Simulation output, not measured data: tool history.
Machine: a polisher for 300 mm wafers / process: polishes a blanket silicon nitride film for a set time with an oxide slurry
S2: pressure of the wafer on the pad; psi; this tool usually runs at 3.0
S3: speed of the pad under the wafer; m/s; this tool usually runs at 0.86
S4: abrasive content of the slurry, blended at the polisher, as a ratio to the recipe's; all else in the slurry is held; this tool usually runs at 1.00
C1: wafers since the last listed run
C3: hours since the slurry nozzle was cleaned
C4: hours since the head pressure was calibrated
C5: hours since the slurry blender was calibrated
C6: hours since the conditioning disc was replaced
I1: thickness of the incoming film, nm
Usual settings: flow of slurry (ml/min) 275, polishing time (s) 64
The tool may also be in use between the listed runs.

Run 1, hour 0.0: usual settings; C1 0; wafers polished on this pad 510; C3 446.4; C4 198.3; C5 190.7; C6 285.5; I1 586.9. Result: film removed (nm) 23.1.
Run 2, hour 8.6: usual settings but flow of slurry (ml/min) 355, S3 1.10 m/s, S4 1.20, polishing time (s) 81; C1 85; wafers polished on this pad 595; C3 455.0; C4 206.9; C5 199.3; C6 294.1; I1 584.6. Result: film removed (nm) 35.0.
Run 3, hour 22.3: usual settings but polishing time (s) 52; C1 135; wafers polished on this pad 731; C3 468.7; C4 220.6; C5 213.0; C6 307.8; I1 588.0. Result: film removed (nm) 18.2.
At hour 36.3: conditioning disc replaced and pad reconditioned.
Run 4, hour 36.8: usual settings; C1 123; wafers polished on this pad 855; C3 483.2; C4 235.1; C5 227.5; C6 0.5; I1 570.6. Result: film removed (nm) 25.3.
Run 5, hour 52.3: usual settings but S2 3.7 psi, S3 0.66 m/s, S4 1.25; C1 153; wafers polished on this pad 1008; C3 498.7; C4 250.6; C5 243.0; C6 16.0; I1 591.2. Result: film removed (nm) 26.0.
At hour 70.8: worn pad replaced by a new one.
Run 6, hour 71.3: usual settings but S2 3.5 psi, S3 0.98 m/s, polishing time (s) 80; C1 148; wafers polished on this pad 4; C3 517.7; C4 269.6; C5 262.0; C6 35.0; I1 575.2. Result: film removed (nm) 41.0.
At hour 77.7: slurry nozzle cleaned.
Run 7, hour 79.6: usual settings but S2 4.0 psi, polishing time (s) 85; C1 72; wafers polished on this pad 77; C3 1.9; C4 277.9; C5 270.3; C6 43.3; I1 583.0. Result: film removed (nm) 42.7.
Run 8, hour 89.6: usual settings; C1 99; wafers polished on this pad 176; C3 11.9; C4 287.9; C5 280.3; C6 53.3; I1 583.7. Result: film removed (nm) 26.4.
Run 9, hour 104.8: usual settings but flow of slurry (ml/min) 310, S2 3.5 psi, S3 1.04 m/s, polishing time (s) 82; C1 150; wafers polished on this pad 327; C3 27.1; C4 303.1; C5 295.5; C6 68.5; I1 578.4. Result: film removed (nm) 39.8.
Run 10, hour 117.8: usual settings but flow of slurry (ml/min) 220, S3 1.10 m/s, S4 1.20, polishing time (s) 84; C1 128; wafers polished on this pad 455; C3 40.1; C4 316.1; C5 308.5; C6 81.5; I1 583.4. Result: film removed (nm) 37.2.
At hour 155.0: slurry blender recalibrated.
Run 11, hour 158.0: usual settings; C1 378; wafers polished on this pad 834; C3 80.3; C4 356.3; C5 3.0; C6 121.7; I1 584.6. Result: film removed (nm) 22.6.
Run 12, hour 165.6: usual settings but flow of slurry (ml/min) 230; C1 75; wafers polished on this pad 909; C3 87.9; C4 363.9; C5 10.6; C6 129.3; I1 570.4. Result: film removed (nm) 22.1.
Run 13, hour 181.9: usual settings but flow of slurry (ml/min) 220, S3 1.10 m/s, S4 1.20, polishing time (s) 84; C1 161; wafers polished on this pad 1071; C3 104.2; C4 380.2; C5 26.9; C6 145.6; I1 588.6. Result: film removed (nm) 35.0.
Run 14, hour 191.1: usual settings; C1 91; wafers polished on this pad 1162; C3 113.4; C4 389.4; C5 36.1; C6 154.8; I1 577.2. Result: film removed (nm) 22.2.
At hour 206.7: worn pad replaced by a new one.
At hour 209.2: head pressure recalibrated.
Run 15, hour 209.7: usual settings but flow of slurry (ml/min) 195, S2 2.4 psi, S3 1.08 m/s, S4 0.75; C1 124; wafers polished on this pad 9; C3 132.0; C4 0.5; C5 54.7; C6 173.4; I1 581.0. Result: film removed (nm) 22.1.
Run 16, hour 219.6: usual settings but flow of slurry (ml/min) 245, S3 0.58 m/s; C1 98; wafers polished on this pad 108; C3 141.9; C4 10.4; C5 64.6; C6 183.3; I1 576.9. Result: film removed (nm) 19.3.
Run 17, hour 265.6: usual settings but S2 2.6 psi, polishing time (s) 55; C1 455; wafers polished on this pad 564; C3 187.9; C4 56.4; C5 110.6; C6 229.3; I1 579.2. Result: film removed (nm) 16.9.
Run 18, hour 281.9: usual settings but S3 1.14 m/s, S4 1.20; C1 161; wafers polished on this pad 725; C3 204.2; C4 72.7; C5 126.9; C6 245.6; I1 591.6. Result: film removed (nm) 27.2.
Run 19, hour 298.8: usual settings but S2 2.3 psi; C1 167; wafers polished on this pad 893; C3 221.1; C4 89.6; C5 143.8; C6 262.5; I1 581.5. Result: film removed (nm) 18.1.
Run 20, hour 310.1: usual settings; C1 112; wafers polished on this pad 1005; C3 232.4; C4 100.9; C5 155.1; C6 273.8; I1 577.2. Result: film removed (nm) 21.7.
Run 21, hour 328.0: usual settings; C1 177; wafers polished on this pad 1182; C3 250.3; C4 118.8; C5 173.0; C6 291.7; I1 581.8. Result: film removed (nm) 21.6.
At hour 330.2: conditioning disc replaced and pad reconditioned.
Run 22, hour 344.8: usual settings; C1 146; wafers polished on this pad 1329; C3 267.1; C4 135.6; C5 189.8; C6 14.6; I1 590.0. Result: film removed (nm) 24.2.
At hour 349.1: worn pad replaced by a new one.
Run 23, hour 356.1: usual settings but S3 0.74 m/s, polishing time (s) 46; C1 72; wafers polished on this pad 69; C3 278.4; C4 146.9; C5 201.1; C6 25.9; I1 582.4. Result: film removed (nm) 18.4.
Run 24, hour 371.8: usual settings; C1 155; wafers polished on this pad 224; C3 294.1; C4 162.6; C5 216.8; C6 41.6; I1 580.8. Result: film removed (nm) 26.5.
Run 25, hour 383.5: usual settings but flow of slurry (ml/min) 210, S3 0.56 m/s, S4 0.90, polishing time (s) 58; C1 115; wafers polished on this pad 340; C3 305.8; C4 174.3; C5 228.5; C6 53.3; I1 582.3. Result: film removed (nm) 17.2.

Per-run results on a tool with no hidden state, each run keeping its own random variation:
Unlogged tool condition in this case: removal rate lost through wear of the pad, %; slurry flow missing at the pad, %; deviation of the head's pressure from its setpoint, %; abrasive missing from the slurry, %; time polished since the conditioner stopped cutting, s.
run  film removed (nm)
  1               30.0
  2               47.1
  3               24.2
  4               29.8
  5               31.4
  6               44.8
  7               48.4
  8               30.5
  9               49.2
 10               47.1
 11               29.7
 12               29.2
 13               47.8
 14               29.9
 15               26.5
 16               23.0
 17               22.5
 18               38.3
 19               24.5
 20               30.2
 21               30.3
 22               29.7
 23               19.6
 24               30.0
 25               19.8

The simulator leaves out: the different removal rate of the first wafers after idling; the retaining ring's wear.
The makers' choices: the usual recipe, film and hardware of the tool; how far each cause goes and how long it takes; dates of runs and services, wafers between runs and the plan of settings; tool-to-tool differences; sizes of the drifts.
